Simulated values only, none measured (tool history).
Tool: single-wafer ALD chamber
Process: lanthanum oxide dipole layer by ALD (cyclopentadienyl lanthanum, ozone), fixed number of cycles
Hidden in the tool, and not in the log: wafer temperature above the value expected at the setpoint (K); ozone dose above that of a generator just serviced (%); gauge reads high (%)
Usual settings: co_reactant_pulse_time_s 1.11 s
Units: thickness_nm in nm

run   hour  co_reactant_pulse_time_s  wafers since the last listed run  hours since the last thermocouple change  hours since the last ozone generator service  hours since the showerhead was replaced  hours since the gauge calibration  read-back reference wafer on the same gauge, thickness_nm  thickness_nm
  1      0                      1.11                                 0                                    2094.9                                        1442.9                                   2193.8                               61.9                                                      0.541         0.424
  2   32.8                      1.31                               434                                    2127.7                                        1475.7                                   2226.6                               94.7                                                      0.541         0.446
  3   59.6                      1.11                               354                                    2154.5                                        1502.5                                   2253.4                              121.5                                                      0.541         0.422
  4   85.7                      1.11                               345                                    2180.6                                        1528.6                                   2279.5                              147.6                                                      0.541         0.423
  5   99.9                      1.11                               188                                    2194.8                                        1542.8                                   2293.7                              161.8                                                      0.541         0.421
  6  131.1                      1.11                               413                                      2226                                          1574                                   2324.9                                193                                                      0.541         0.421
     150.5  -- ozone generator serviced
  7  160.6                      1.11                               284                                    2255.5                                          10.1                                   2354.4                              222.5                                                      0.541         0.478
  8  173.4                      1.11                               169                                    2268.3                                          22.9                                   2367.2                              235.3                                                      0.541         0.479
  9  191.3                      1.11                               236                                    2286.2                                          40.8                                   2385.1                              253.2                                                      0.541         0.477
     227.2  -- thermocouple changed; heater temperature recalibrated
 10  227.7                      1.11                               376                                       0.5                                          77.2                                   2421.5                              289.6                                                      0.541         0.474
       240  -- gauge calibrated
 11  260.5                      1.11                               434                                      33.3                                           110                                   2454.3                               20.5                                                      0.541         0.472
 12  296.2                      1.24                               472                                        69                                         145.7                                     2490                               56.2                                                      0.541         0.483
     306.3  -- showerhead replaced
 13  320.8                      0.71                               219                                      93.6                                         170.3                                     14.5                               80.8                                                      0.541         0.404
 14  335.7                      0.92                               197                                     108.5                                         185.2                                     29.4                               95.7                                                      0.541         0.442
 15  363.3                      0.89                               365                                     136.1                                         212.8                                       57                              123.3                                                      0.541         0.436
 16  393.9                      0.81                               405                                     166.7                                         243.4                                     87.6                              153.9                                                      0.541         0.419
 17  423.7                      1.25                               394                                     196.5                                         273.2                                    117.4                              183.7                                                      0.541         0.477
 18  445.3                      0.94                               285                                     218.1                                         294.8                                      139                              205.3                                                      0.541         0.437
 19  463.3                      1.53                               238                                     236.1                                         312.8                                      157                              223.3                                                      0.541         0.497

The tool's hidden state at each run:
wafer temperature above the value expected at the setpoint (K): 0 in every run
gauge reads high (%): 0 in every run
H1: ozone dose above that of a generator just serviced (%)
run     H1
  1  -37.3
  2  -37.4
  3  -37.6
  4  -37.7
  5  -37.8
  6  -37.9
  7  -4.29
  8  -5.04
  9  -6.06
 10  -8.05
 11  -9.75
 12  -11.5
 13  -12.6
 14  -13.3
 15  -14.5
 16  -15.8
 17    -17
 18  -17.8
 19  -18.4

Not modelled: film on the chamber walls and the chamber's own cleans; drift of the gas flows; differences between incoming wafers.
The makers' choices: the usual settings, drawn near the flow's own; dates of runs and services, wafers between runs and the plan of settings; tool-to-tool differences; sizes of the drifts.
